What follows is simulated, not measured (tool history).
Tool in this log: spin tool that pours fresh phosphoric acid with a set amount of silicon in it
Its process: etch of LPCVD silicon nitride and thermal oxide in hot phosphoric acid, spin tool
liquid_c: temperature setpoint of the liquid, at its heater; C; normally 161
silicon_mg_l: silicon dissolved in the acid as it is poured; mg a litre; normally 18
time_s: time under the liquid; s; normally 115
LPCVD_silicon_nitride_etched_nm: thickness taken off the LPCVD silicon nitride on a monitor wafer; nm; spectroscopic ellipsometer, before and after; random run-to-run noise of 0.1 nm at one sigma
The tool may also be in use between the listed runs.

run    hour  liquid_c  silicon_mg_l  time_s  read-back film thickness of the LPCVD silicon nitride reference wafer, read on the same gauge (nm)  LPCVD_silicon_nitride_etched_nm
  1       0       161            18     115                                                                                               69.99                             10.4
  2    89.8       161            18     115                                                                                               70.03                            10.37
  3   145.4       161            18     115                                                                                               70.04                            10.47
  4   231.6       161            18     115                                                                                               69.97                            10.39
  5   309.6       161            18     115                                                                                               69.98                            10.31
  6   391.2       161          21.5      65                                                                                               70.04                             5.76
  7   484.7       161            18     115                                                                                               70.03                            10.16
  8   589.1       161            18     115                                                                                               69.96                            10.23
      641.1  -- heated supply line repaired
  9   694.1       161            27     115                                                                                               69.98                            11.31
      745.4  -- dissolved silicon flow meter replaced
 10   783.5       161            27     115                                                                                               70.04                            11.32
 11   819.8       161            18     115                                                                                               69.98                            11.25
      839.5  -- gauge calibrated
 12   880.2     158.5            18     140                                                                                               69.99                            12.75
 13   967.5       161             9     115                                                                                                  70                            11.34
 14  1043.2       161            18     115                                                                                                  70                            11.44

Predict the results of run 15:
 15  1136       161          31.5     115                                                                                                   ?                                ?

read-back film thickness of the LPCVD silicon nitride reference wafer, read on the same gauge (nm): 69.98
LPCVD_silicon_nitride_etched_nm: 11.05 nm
Minus the tool's unlogged condition, the same run would have read LPCVD_silicon_nitride_etched_nm 11.42 nm.
